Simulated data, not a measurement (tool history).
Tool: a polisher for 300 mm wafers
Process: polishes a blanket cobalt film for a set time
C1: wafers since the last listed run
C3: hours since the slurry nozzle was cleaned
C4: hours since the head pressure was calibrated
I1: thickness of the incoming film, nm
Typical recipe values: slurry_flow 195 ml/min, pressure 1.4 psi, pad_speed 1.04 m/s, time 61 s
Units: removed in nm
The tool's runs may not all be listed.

{"run": 1, "hour": 0.0, "slurry_flow": 195, "pressure": 1.4, "pad_speed": 1.04, "time": 61, "C1": 0, "wafers polished on this pad": 653, "C3": 426.2, "C4": 547.0, "I1": 1578.1, "removed": 189.2}
{"run": 2, "hour": 31.1, "slurry_flow": 195, "pressure": 1.4, "pad_speed": 1.04, "time": 61, "C1": 186, "wafers polished on this pad": 840, "C3": 457.3, "C4": 578.1, "I1": 1566.8, "removed": 192.7}
{"hour": 55.2, "done": "worn pad replaced by a new one"}
{"run": 3, "hour": 59.0, "slurry_flow": 195, "pressure": 1.4, "pad_speed": 1.04, "time": 61, "C1": 143, "wafers polished on this pad": 22, "C3": 485.2, "C4": 606.0, "I1": 1571.4, "removed": 190.4}
{"hour": 72.6, "done": "slurry nozzle cleaned"}
{"run": 4, "hour": 78.1, "slurry_flow": 195, "pressure": 1.4, "pad_speed": 1.04, "time": 61, "C1": 108, "wafers polished on this pad": 131, "C3": 5.5, "C4": 625.1, "I1": 1553.1, "removed": 202.1}
{"run": 5, "hour": 108.3, "slurry_flow": 225, "pressure": 1.4, "pad_speed": 1.04, "time": 61, "C1": 181, "wafers polished on this pad": 312, "C3": 35.7, "C4": 655.3, "I1": 1558.7, "removed": 203.5}
{"hour": 217.7, "done": "worn pad replaced by a new one"}
{"run": 6, "hour": 218.2, "slurry_flow": 225, "pressure": 1.4, "pad_speed": 1.04, "time": 61, "C1": 635, "wafers polished on this pad": 3, "C3": 145.6, "C4": 765.2, "I1": 1576.2, "removed": 205.8}
{"run": 7, "hour": 241.4, "slurry_flow": 225, "pressure": 1.4, "pad_speed": 1.04, "time": 61, "C1": 139, "wafers polished on this pad": 142, "C3": 168.8, "C4": 788.4, "I1": 1573.1, "removed": 204.4}
{"run": 8, "hour": 257.4, "slurry_flow": 195, "pressure": 1.4, "pad_speed": 1.04, "time": 61, "C1": 96, "wafers polished on this pad": 238, "C3": 184.8, "C4": 804.4, "I1": 1571.8, "removed": 199.4}
{"run": 9, "hour": 292.0, "slurry_flow": 195, "pressure": 1.4, "pad_speed": 1.04, "time": 61, "C1": 207, "wafers polished on this pad": 446, "C3": 219.4, "C4": 839.0, "I1": 1570.1, "removed": 198.5}
{"run": 10, "hour": 319.8, "slurry_flow": 195, "pressure": 1.4, "pad_speed": 1.04, "time": 61, "C1": 166, "wafers polished on this pad": 612, "C3": 247.2, "C4": 866.8, "I1": 1583.7, "removed": 199.5}
{"run": 11, "hour": 354.1, "slurry_flow": 195, "pressure": 1.4, "pad_speed": 1.04, "time": 61, "C1": 205, "wafers polished on this pad": 818, "C3": 281.5, "C4": 901.1, "I1": 1567.5, "removed": 196.6}
{"run": 12, "hour": 369.7, "slurry_flow": 195, "pressure": 1.4, "pad_speed": 1.04, "time": 61, "C1": 93, "wafers polished on this pad": 912, "C3": 297.1, "C4": 916.7, "I1": 1607.5, "removed": 199.0}
{"hour": 388.6, "done": "worn pad replaced by a new one"}
{"run": 13, "hour": 389.1, "slurry_flow": 140, "pressure": 1.4, "pad_speed": 1.04, "time": 72, "C1": 92, "wafers polished on this pad": 2, "C3": 316.5, "C4": 936.1, "I1": 1576.4, "removed": 218.5}
{"run": 14, "hour": 419.9, "slurry_flow": 140, "pressure": 1.4, "pad_speed": 1.04, "time": 72, "C1": 184, "wafers polished on this pad": 187, "C3": 347.3, "C4": 966.9, "I1": 1570.2, "removed": 215.6}
{"run": 15, "hour": 441.2, "slurry_flow": 195, "pressure": 1.4, "pad_speed": 1.28, "time": 45, "C1": 127, "wafers polished on this pad": 315, "C3": 368.6, "C4": 988.2, "I1": 1580.2, "removed": 177.3}
{"run": 16, "hour": 468.7, "slurry_flow": 195, "pressure": 1.4, "pad_speed": 1.28, "time": 45, "C1": 165, "wafers polished on this pad": 480, "C3": 396.1, "C4": 1015.7, "I1": 1552.1, "removed": 179.2}
{"run": 17, "hour": 497.6, "slurry_flow": 195, "pressure": 1.4, "pad_speed": 1.28, "time": 45, "C1": 173, "wafers polished on this pad": 654, "C3": 425.0, "C4": 1044.6, "I1": 1608.9, "removed": 171.6}
{"run": 18, "hour": 511.7, "slurry_flow": 230, "pressure": 1.4, "pad_speed": 1.32, "time": 48, "C1": 84, "wafers polished on this pad": 738, "C3": 439.1, "C4": 1058.7, "I1": 1557.7, "removed": 195.2}
{"run": 19, "hour": 529.7, "slurry_flow": 195, "pressure": 1.4, "pad_speed": 1.04, "time": 61, "C1": 108, "wafers polished on this pad": 846, "C3": 457.1, "C4": 1076.7, "I1": 1614.4, "removed": 191.5}
{"run": 20, "hour": 559.9, "slurry_flow": 195, "pressure": 1.2, "pad_speed": 1.2, "time": 42, "C1": 181, "wafers polished on this pad": 1028, "C3": 487.3, "C4": 1106.9, "I1": 1558.9, "removed": 127.8}
{"hour": 566.3, "done": "head pressure recalibrated"}
{"hour": 586.9, "done": "worn pad replaced by a new one"}
{"hour": 594.2, "done": "slurry nozzle cleaned"}
{"run": 21, "hour": 594.5, "slurry_flow": 195, "pressure": 1.4, "pad_speed": 1.04, "time": 61, "C1": 165, "wafers polished on this pad": 39, "C3": 0.3, "C4": 28.2, "I1": 1551.7, "removed": 176.3}
{"run": 22, "hour": 623.0, "slurry_flow": 195, "pressure": 1.4, "pad_speed": 1.28, "time": 54, "C1": 171, "wafers polished on this pad": 210, "C3": 28.8, "C4": 56.7, "I1": 1580.2, "removed": 184.4}

What will run 23 give?
{"run": 23, "hour": 655.6, "slurry_flow": 265, "pressure": 1.1, "pad_speed": 1.04, "time": 50, "C1": 195, "wafers polished on this pad": 406, "C3": 61.4, "C4": 89.3, "I1": 1591.9, "removed": "?"}

{"run 23": {"removed": 118.7}}
With the hidden condition absent and the run-to-run variation left alone, this run would have shown removed 132.3 nm.
